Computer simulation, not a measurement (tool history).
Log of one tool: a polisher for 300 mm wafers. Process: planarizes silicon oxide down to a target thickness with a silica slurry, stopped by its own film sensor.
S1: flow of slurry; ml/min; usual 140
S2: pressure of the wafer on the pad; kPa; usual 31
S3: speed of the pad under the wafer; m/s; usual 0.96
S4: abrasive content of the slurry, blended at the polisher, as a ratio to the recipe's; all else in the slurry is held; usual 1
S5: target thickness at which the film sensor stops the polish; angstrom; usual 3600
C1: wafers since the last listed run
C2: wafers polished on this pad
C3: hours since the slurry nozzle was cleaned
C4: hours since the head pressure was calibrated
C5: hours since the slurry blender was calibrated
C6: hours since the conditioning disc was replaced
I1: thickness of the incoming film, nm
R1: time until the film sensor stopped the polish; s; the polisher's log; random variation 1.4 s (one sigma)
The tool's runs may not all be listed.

| run | day | S1 | S2 | S3 | S4 | S5 | C1 | C2 | C3 | C4 | C5 | C6 | I1 | R1 |
|---|---|---|---|---|---|---|---|---|---|---|---|---|---|---|
| 1 | 0 | 140 | 31 | 0.96 | 0.8 | 2800 | 0 | 179 | 146 | 1380.3 | 83.9 | 137.4 | 662.3 | 125.7 |
| 2 | 0.917 | 140 | 31 | 0.96 | 0.8 | 2800 | 250 | 430 | 168 | 1402.3 | 105.9 | 159.4 | 652.3 | 122.9 |
| 3 | 2.412 | 140 | 31 | 0.96 | 0.8 | 2800 | 409 | 839 | 203.9 | 1438.2 | 141.8 | 195.3 | 642.5 | 129.1 |
|  | 2.633 | worn pad replaced by a new one |
|  | 3.175 | slurry blender recalibrated |
| 4 | 3.846 | 140 | 28.3 | 0.96 | 0.9 | 3600 | 323 | 309 | 238.3 | 1472.6 | 16.1 | 229.7 | 647.4 | 99.3 |
|  | 5.921 | worn pad replaced by a new one |
| 5 | 7.538 | 140 | 28.3 | 0.96 | 0.9 | 3600 | 965 | 442 | 326.9 | 1561.2 | 104.7 | 318.3 | 657.6 | 104.6 |
| 6 | 8.112 | 140 | 31 | 0.96 | 1 | 3600 | 157 | 599 | 340.7 | 1575 | 118.5 | 332.1 | 644.4 | 86.8 |
|  | 8.896 | head pressure recalibrated |
| 7 | 9.029 | 140 | 31 | 0.96 | 1 | 3600 | 228 | 827 | 362.7 | 3.2 | 140.5 | 354.1 | 656.4 | 97.5 |
|  | 9.271 | slurry blender recalibrated |
|  | 9.379 | worn pad replaced by a new one |
|  | 9.479 | conditioning disc replaced and pad reconditioned |
| 8 | 9.938 | 140 | 31 | 0.96 | 1 | 3600 | 173 | 130 | 384.5 | 25 | 16 | 11 | 638 | 84.4 |
|  | 10.425 | slurry nozzle cleaned |
| 9 | 10.6 | 140 | 31 | 0.96 | 0.8 | 4480 | 169 | 300 | 4.2 | 40.9 | 31.9 | 26.9 | 655.4 | 67.9 |
| 10 | 11.15 | 155 | 31 | 1.14 | 1 | 3600 | 150 | 450 | 17.4 | 54.1 | 45.1 | 40.1 | 654.1 | 74.2 |
|  | 12.608 | worn pad replaced by a new one |
| 11 | 12.629 | 140 | 31 | 0.96 | 0.9 | 3600 | 359 | 5 | 52.9 | 89.6 | 80.6 | 75.6 | 644.8 | 85.7 |
| 12 | 13.146 | 180 | 40 | 0.96 | 1.1 | 4550 | 141 | 146 | 65.3 | 102 | 93 | 88 | 647.6 | 40 |
| 13 | 14.542 | 95 | 31 | 0.96 | 1.2 | 3600 | 382 | 528 | 98.8 | 135.5 | 126.5 | 121.5 | 657.7 | 85.2 |
|  | 14.646 | slurry blender recalibrated |
| 14 | 15.262 | 110 | 31 | 1.18 | 1 | 3600 | 174 | 703 | 116.1 | 152.8 | 14.8 | 138.8 | 663.4 | 81.2 |
|  | 15.692 | worn pad replaced by a new one |
| 15 | 16.021 | 115 | 31 | 0.96 | 1 | 3600 | 161 | 90 | 134.3 | 171 | 33 | 157 | 660.2 | 88.1 |
| 16 | 16.967 | 140 | 31 | 0.96 | 1 | 3600 | 258 | 349 | 157 | 193.7 | 55.7 | 179.7 | 644.6 | 88.2 |
| 17 | 17.588 | 140 | 31 | 0.96 | 0.8 | 2800 | 169 | 519 | 171.9 | 208.6 | 70.6 | 194.6 | 651.9 | 126 |

How the hidden state differs across the entries between the runs, from the last listed run before each to the first after it:
Between runs 3 and 4: worn pad replaced by a new one (day 2.633); slurry blender recalibrated (day 3.175)
  removal rate lost through wear of the pad, %: 8.56 -> 1.66; slurry flow missing at the pad, %: 11.1 -> 14.4
  measured less the result without the state, R1: +13 -> +3.8 s
Between runs 4 and 5: worn pad replaced by a new one (day 5.921)
  removal rate lost through wear of the pad, %: 1.66 -> 2.63; slurry flow missing at the pad, %: 14.4 -> 25.2
  measured less the result without the state, R1: +3.8 -> +7 s
Between runs 6 and 7: head pressure recalibrated (day 8.896)
  removal rate lost through wear of the pad, %: 4.52 -> 8.73; slurry flow missing at the pad, %: 27.2 -> 30.6
  measured less the result without the state, R1: +7.8 -> +13.3 s
Between runs 7 and 8: slurry blender recalibrated (day 9.271); worn pad replaced by a new one (day 9.379); conditioning disc replaced and pad reconditioned (day 9.479)
  removal rate lost through wear of the pad, %: 8.73 -> 0.746; slurry flow missing at the pad, %: 30.6 -> 34.1
  measured less the result without the state, R1: +13.3 -> +5.7 s
Between runs 8 and 9: slurry nozzle cleaned (day 10.425)
  removal rate lost through wear of the pad, %: 0.746 -> 1.77; slurry flow missing at the pad, %: 34.1 -> 10
  measured less the result without the state, R1: +5.7 -> +2.2 s
Between runs 10 and 11: worn pad replaced by a new one (day 12.608)
  removal rate lost through wear of the pad, %: 3.19 -> 0.391; slurry flow missing at the pad, %: 10.1 -> 10.6
  measured less the result without the state, R1: +3.3 -> +1.7 s
Between runs 13 and 14: slurry blender recalibrated (day 14.646)
  removal rate lost through wear of the pad, %: 3.62 -> 6.49; slurry flow missing at the pad, %: 12.1 -> 12.9
  measured less the result without the state, R1: +5 -> +7.1 s
Between runs 14 and 15: worn pad replaced by a new one (day 15.692)
  removal rate lost through wear of the pad, %: 6.49 -> 1.93; slurry flow missing at the pad, %: 12.9 -> 13.9
  measured less the result without the state, R1: +7.1 -> +3.8 s
